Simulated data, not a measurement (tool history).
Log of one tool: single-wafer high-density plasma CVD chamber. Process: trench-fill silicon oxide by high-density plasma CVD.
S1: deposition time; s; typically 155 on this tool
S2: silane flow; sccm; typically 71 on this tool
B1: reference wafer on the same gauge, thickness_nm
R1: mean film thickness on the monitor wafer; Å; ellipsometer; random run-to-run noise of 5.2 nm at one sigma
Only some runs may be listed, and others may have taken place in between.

run,day,S1,S2,B1,R1
1,0.000,171,71,1092.716,12554.28
2,2.275,155,71,1092.529,11331.10
3,4.992,155,71,1094.448,11347.98
4,7.933,155,71,1092.793,11317.19
5,10.021,155,71,1092.833,11287.59
6,12.521,155,71,1096.148,11211.98
# day 13.879: gauge calibrated
7,14.758,155,71,1069.159,11006.12
8,16.304,155,71,1072.491,11045.38
9,18.942,155,71,1076.005,11088.86
10,20.912,155,71,1081.186,11133.36
11,23.358,155,71,1083.301,11230.80
12,25.700,161,71,1084.099,11615.08
# day 27.988: silane flow controller replaced
13,32.650,161,71,1086.894,11795.67
14,34.067,178,59,1088.017,11113.18
15,35.242,155,63,1090.594,10256.94
16,36.550,174,61,1086.468,11116.64
17,38.412,144,82,1089.277,11858.87
18,40.075,126,62,1089.169,8196.11
19,42.050,171,71,1089.449,12440.21
20,43.838,155,71,1090.728,11236.16
21,45.112,184,61,1093.994,11785.36
# day 46.562: gauge calibrated
22,47.992,179,71,1075.178,12881.78
23,50.554,174,61,1080.592,10969.23
24,52.196,143,62,1081.724,9227.13
25,53.304,138,57,1084.522,8302.55
26,57.329,155,71,1087.059,11200.42
27,59.950,141,71,1088.244,10312.63

Here are 3 independent what-if runs from the current tool condition. What would each one return?
A,59.967,155,71,?,?
B,59.967,129,78,?,?
C,59.967,176,71,?,?

run,B1,R1
A,1088.129,11308.85
B,1088.129,10212.64
C,1088.129,12841.02
Take away the tool's hidden state, keep each run's random variation, and the runs would have read:
run,R1
A,11105.32
B,10028.83
C,12609.91

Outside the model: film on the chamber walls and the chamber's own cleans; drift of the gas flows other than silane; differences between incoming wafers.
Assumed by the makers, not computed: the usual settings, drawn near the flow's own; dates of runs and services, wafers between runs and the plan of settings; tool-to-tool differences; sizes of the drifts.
